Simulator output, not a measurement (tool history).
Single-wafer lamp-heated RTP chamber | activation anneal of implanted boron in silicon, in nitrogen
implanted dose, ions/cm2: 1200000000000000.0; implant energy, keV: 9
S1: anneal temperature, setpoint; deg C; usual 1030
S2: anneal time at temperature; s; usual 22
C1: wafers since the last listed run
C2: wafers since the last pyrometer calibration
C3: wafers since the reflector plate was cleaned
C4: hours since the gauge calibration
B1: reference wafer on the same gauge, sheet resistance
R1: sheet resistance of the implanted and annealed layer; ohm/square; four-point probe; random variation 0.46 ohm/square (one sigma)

run	hour	S1	S2	C1	C2	C3	C4	B1	R1
1	0	1014	25	0	324	11059	675.8	103.16	111.34
2	47.8	1014	25	637	962	11697	723.6	102.86	110.05
# hour 66.8: reflector plate cleaned
3	81.3	1014	25	340	1302	193	757.1	102.7	110.35
4	126.1	1038	22	597	1900	790	801.9	103.09	102.34
5	157.9	1030	22	424	2324	1214	833.7	102.72	104.98
6	216.6	1030	22	783	3107	1998	892.4	102.98	103.8
7	244.9	1030	22	377	3485	2375	920.7	103.03	104.07
# hour 264.5: pyrometer window cleaned and pyrometer calibrated
8	313.8	1030	22	812	657	3188	989.6	102.96	106.41
9	353.8	1030	22	533	1191	3721	1029.6	102.83	105.16
10	386.7	1030	22	438	1630	4160	1062.5	103.1	105.27
11	458	1030	22	951	2581	5112	1133.8	103.13	104.6
12	493.7	1030	22	476	3058	5588	1169.5	102.85	103.77
13	540.8	1030	22	628	3686	6216	1216.6	102.98	102.98
# hour 587.2: pyrometer window cleaned and pyrometer calibrated
14	598.4	1030	22	661	149	6878	1274.2	103.03	107.29
15	801.2	1030	22	2705	2855	9584	1477	103.08	104.19

Forecast run 16:
16	845.3	1005	22	588	3443	10172	1521.1	?	?

B1: 103.16
R1: 112.05 ohm/square
Without the tool's hidden state the same run would have given R1 115.29 ohm/square.

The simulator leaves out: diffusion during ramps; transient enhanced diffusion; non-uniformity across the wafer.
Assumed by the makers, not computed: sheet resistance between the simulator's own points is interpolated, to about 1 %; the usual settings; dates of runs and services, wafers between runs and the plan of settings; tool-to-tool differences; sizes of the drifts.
